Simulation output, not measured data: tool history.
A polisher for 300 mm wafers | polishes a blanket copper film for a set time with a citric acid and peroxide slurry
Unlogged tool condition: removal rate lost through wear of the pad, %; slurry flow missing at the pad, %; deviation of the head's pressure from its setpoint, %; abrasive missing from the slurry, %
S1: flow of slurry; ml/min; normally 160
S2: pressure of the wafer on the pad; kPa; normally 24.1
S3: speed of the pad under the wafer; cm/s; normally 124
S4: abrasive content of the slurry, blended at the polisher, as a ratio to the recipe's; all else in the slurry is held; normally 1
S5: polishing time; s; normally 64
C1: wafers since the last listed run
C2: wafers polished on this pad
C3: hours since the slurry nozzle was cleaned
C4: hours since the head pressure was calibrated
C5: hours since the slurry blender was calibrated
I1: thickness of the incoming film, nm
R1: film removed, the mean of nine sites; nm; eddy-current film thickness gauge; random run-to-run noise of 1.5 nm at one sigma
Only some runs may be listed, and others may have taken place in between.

run,hour,S1,S2,S3,S4,S5,C1,C2,C3,C4,C5,I1,R1
1,0,160,24.1,124,1,64,0,596,429.4,190.4,125.1,711.6,189
2,29.7,160,24.1,124,1,64,292,889,459.1,220.1,154.8,715.5,186.4
3,53.7,160,24.1,124,1,64,236,1125,483.1,244.1,178.8,719.8,180.1
# hour 62.7: worn pad replaced by a new one
4,68.2,160,24.1,124,1,64,103,53,497.6,258.6,193.3,718.6,190.2
5,99.5,160,24.1,124,1,64,308,362,528.9,289.9,224.6,704.9,193.4
6,133.5,160,22.1,124,0.95,64,334,697,562.9,323.9,258.6,716.7,169.6
7,150.6,160,24.1,124,1,64,168,865,580,341,275.7,721.4,185.1
# hour 163.3: worn pad replaced by a new one
# hour 169.4: slurry nozzle cleaned
8,200.9,160,24.1,124,1,64,446,360,31.5,391.3,326,724.4,192.2
# hour 272.3: worn pad replaced by a new one
9,272.8,160,24.1,124,1,64,668,5,103.4,463.2,397.9,721.4,189.7
# hour 289.4: head pressure recalibrated
10,295.9,160,24.1,124,1,64,207,212,126.5,6.5,421,717.6,192.5
# hour 305: slurry blender recalibrated
11,324.3,160,24.1,124,1,64,260,472,154.9,34.9,19.3,717.3,191
12,358.4,120,28.3,124,1,64,335,808,189,69,53.4,719.6,202.7
13,379.1,185,24.1,160,1.15,83,203,1012,209.7,89.7,74.1,718.9,318
# hour 391.9: worn pad replaced by a new one
14,406.2,160,24.1,160,1,50,227,140,236.8,116.8,101.2,731.2,192.5
15,439.7,130,24.1,90,1.15,52,329,470,270.3,150.3,134.7,719.5,114.5
16,456.4,140,31,124,1,64,164,635,287,167,151.4,723.1,233.3
17,478.4,160,29.6,124,1,64,216,851,309,189,173.4,730.3,225.6
18,492.3,210,16.5,146,0.9,64,136,988,322.9,202.9,187.3,708.2,153.5
# hour 514.4: worn pad replaced by a new one
19,515.6,110,24.1,124,1.1,64,190,11,346.2,226.2,210.6,720.9,182.7
20,538.7,160,24.1,124,1,64,227,239,369.3,249.3,233.7,726.9,191.5

Alternative continuations, all from the tool just after run 20; predict every row:
A,539.1,160,24.1,124,1,46,3,243,369.7,249.7,234.1,722.8,?
B,539.1,160,24.1,124,1.2,64,3,243,369.7,249.7,234.1,722.8,?
C,539.1,190,24.1,124,1,64,3,243,369.7,249.7,234.1,722.8,?

run,R1
A,137.6
B,201.4
C,196.9
Had the tool no hidden state, the same runs would have come out as:
run,R1
A,138.8
B,203.1
C,198.6
